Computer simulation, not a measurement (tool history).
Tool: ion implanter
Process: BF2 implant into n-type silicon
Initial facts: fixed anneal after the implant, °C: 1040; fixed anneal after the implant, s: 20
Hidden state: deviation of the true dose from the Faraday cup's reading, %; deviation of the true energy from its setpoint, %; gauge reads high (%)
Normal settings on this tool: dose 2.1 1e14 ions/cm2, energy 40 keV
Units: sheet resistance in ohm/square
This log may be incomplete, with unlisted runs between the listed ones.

run    hour  dose  energy  wafers since the last listed run  hours since the last dose calibration  hours since the extraction supply was calibrated  hours since the gauge calibration  read-back reference wafer on the same gauge, sheet resistance  sheet resistance
  1       0   2.1    50.5                                 0                                   1269                                            2367.7                              342.6                                                         446.72             449.6
  2    35.8   2.1    50.5                               567                                 1304.8                                            2403.5                              378.4                                                         447.04            452.62
  3      98   2.1    50.5                               986                                   1367                                            2465.7                              440.6                                                         447.29            446.48
  4   149.6   2.1      31                               818                                 1418.6                                            2517.3                              492.2                                                         446.38            474.62
  5   193.1   2.1      31                               689                                 1462.1                                            2560.8                              535.7                                                         447.74            474.82
  6   239.9   2.1      31                               742                                 1508.9                                            2607.6                              582.5                                                         446.61            474.18
  7   273.5   2.1      35                               532                                 1542.5                                            2641.2                              616.1                                                         447.01             473.1
      322.1  -- extraction supply calibrated
  8   322.6   2.1      35                               651                                 1591.6                                               0.5                              665.2                                                         446.67            468.78
  9   359.8   2.1      35                               589                                 1628.8                                              37.7                              702.4                                                         446.67            466.21
 10   393.5   2.1      40                               534                                 1662.5                                              71.4                              736.1                                                         447.41            463.21
 11   444.2   2.1      40                               803                                 1713.2                                             122.1                              786.8                                                         447.38            460.98
 12     509   2.1      40                              1027                                   1778                                             186.9                              851.6                                                         447.11            462.18
 13   568.6  2.48      40                               944                                 1837.6                                             246.5                              911.2                                                         447.06            402.06
 14   623.9  2.48      40                               876                                 1892.9                                             301.8                              966.5                                                         447.54            399.43
 15   660.7  2.48      40                               583                                 1929.7                                             338.6                             1003.3                                                          447.9            406.01
      683.6  -- Faraday cup replaced and dose calibrated
 16   702.6   2.1      40                               537                                     19                                             380.5                             1045.2                                                         447.41            458.93
 17   731.6   2.1      29                               459                                     48                                             409.5                             1074.2                                                         446.58            480.52
 18   758.4   2.1      40                               424                                   74.8                                             436.3                               1101                                                         447.57            463.29
 19   810.6   2.1      40                               827                                    127                                             488.5                             1153.2                                                         446.69            463.16
 20   880.2  2.53      50                              1103                                  196.6                                             558.1                             1222.8                                                         446.77            381.15
 21   935.4   2.1      40                               875                                  251.8                                             613.3                               1278                                                          447.2            461.18
 22   963.6   2.1    32.5                               447                                    280                                             641.5                             1306.2                                                         446.78            471.41
 23  1034.5   2.1      40                              1124                                  350.9                                             712.4                             1377.1                                                         447.09            458.05
 24    1071  2.73      34                               578                                  387.4                                             748.9                             1413.6                                                         447.12            378.53
 25  1095.1  2.41    31.5                               382                                  411.5                                               773                             1437.7                                                         447.69            424.98
     1111.2  -- gauge calibrated
 26  1150.6  1.68    43.5                               879                                    467                                             828.5                               39.4                                                          447.6            550.11
 27  1188.6  1.78      34                               602                                    505                                             866.5                               77.4                                                          446.3               543
 28  1230.9  1.88    35.5                               670                                  547.3                                             908.8                              119.7                                                         446.51            515.38
 29  1258.8   2.1    27.5                               442                                  575.2                                             936.7                              147.6                                                         447.13            484.19
 30  1324.8  2.32      40                              1046                                  641.2                                            1002.7                              213.6                                                         446.49            427.88
 31    1387  1.69      48                               986                                  703.4                                            1064.9                              275.8                                                         447.38            540.15
 32  1424.8   2.1      40                               599                                  741.2                                            1102.7                              313.6                                                         446.64            463.32
 33  1449.6   2.1      31                               393                                    766                                            1127.5                              338.4                                                         447.02            476.19
 34  1493.9  2.54      40                               702                                  810.3                                            1171.8                              382.7                                                         446.75            396.31
 35  1530.1  2.53      50                               573                                  846.5                                              1208                              418.9                                                         446.41            384.27
 36  1593.5   2.1      52                              1005                                  909.9                                            1271.4                              482.3                                                         448.06            449.21

Across each entry between runs, compare the hidden state at the last listed run before it with the hidden state at the first listed run after it:
From run 7 to run 8: extraction supply calibrated (hour 322.1)
  no hidden state differs between the two runs
From run 15 to run 16: Faraday cup replaced and dose calibrated (hour 683.6)
  no hidden state differs between the two runs
From run 25 to run 26: gauge calibrated (hour 1111.2)
  no hidden state differs between the two runs

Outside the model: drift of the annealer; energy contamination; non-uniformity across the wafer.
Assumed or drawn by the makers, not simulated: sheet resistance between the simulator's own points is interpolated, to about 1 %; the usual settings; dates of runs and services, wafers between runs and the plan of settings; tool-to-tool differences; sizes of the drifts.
